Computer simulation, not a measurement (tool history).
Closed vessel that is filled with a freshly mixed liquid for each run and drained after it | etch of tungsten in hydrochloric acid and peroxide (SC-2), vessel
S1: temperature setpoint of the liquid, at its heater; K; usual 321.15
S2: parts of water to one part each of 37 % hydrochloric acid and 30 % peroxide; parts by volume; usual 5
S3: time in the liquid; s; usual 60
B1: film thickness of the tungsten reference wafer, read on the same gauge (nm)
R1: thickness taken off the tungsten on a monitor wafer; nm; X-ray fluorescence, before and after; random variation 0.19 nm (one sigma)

Run 1, hour 0: usual settings; B1 59.97. Result: R1 25.78 nm.
Run 2, hour 26.7: usual settings; B1 60. Result: R1 26.09 nm.
Run 3, hour 93.1: usual settings; B1 60.02. Result: R1 25.96 nm.
Run 4, hour 148.5: usual settings but S2 5.5 parts by volume, S3 75 s; B1 59.97. Result: R1 31.09 nm.
At hour 164.1: new drum of peroxide connected.
Run 5, hour 212.9: usual settings but S2 5.5 parts by volume, S3 75 s; B1 59.99. Result: R1 30.65 nm.
Run 6, hour 269.4: usual settings but S2 5.5 parts by volume, S3 75 s; B1 60.03. Result: R1 30.82 nm.
Run 7, hour 324.8: usual settings but S2 6.5 parts by volume; B1 60.04. Result: R1 21.93 nm.
At hour 344.4: thermometer replaced.
Run 8, hour 370.3: usual settings but S3 70 s; B1 60.01. Result: R1 27.43 nm.
Run 9, hour 434.9: usual settings but S2 4 parts by volume; B1 60. Result: R1 27.13 nm.
At hour 438.5: chemicals flow meter replaced.
Run 10, hour 487.4: usual settings but S1 317.15 K, S3 95 s; B1 60. Result: R1 28.51 nm.
At hour 495.2: gauge calibrated.
Run 11, hour 541.1: usual settings but S1 323.65 K, S2 4 parts by volume, S3 70 s; B1 60.03. Result: R1 38.43 nm.
Run 12, hour 571.5: usual settings; B1 60. Result: R1 23.91 nm.
At hour 616.8: new drum of peroxide connected.
Run 13, hour 631: usual settings but S1 311.65 K, S2 4 parts by volume; B1 59.99. Result: R1 14.31 nm.
Run 14, hour 688.7: usual settings but S3 35 s; B1 60.01. Result: R1 14.01 nm.
Run 15, hour 738.6: usual settings but S1 325.65 K, S2 7 parts by volume, S3 90 s; B1 60.01. Result: R1 38.57 nm.
Run 16, hour 792.1: usual settings but S1 317.65 K, S2 6 parts by volume, S3 80 s; B1 59.98. Result: R1 22.07 nm.
Run 17, hour 864.1: usual settings; B1 60. Result: R1 24.67 nm.

3 ways to go on from here, each from the tool as it stands after run 17. What would each give?
Run A, hour 864.8: usual settings but S1 328.15 K; B1 ?. Result: R1 ?.
Run B, hour 864.8: usual settings but S1 330.15 K; B1 ?. Result: R1 ?.
Run C, hour 864.8: usual settings but S2 7 parts by volume; B1 ?. Result: R1 ?.

run     B1     R1
  A  59.98  38.38
  B  59.98  43.61
  C  59.98  18.84
Without the tool's hidden state the same runs would have given:
run     R1
  A  36.33
  B  41.31
  C  17.79
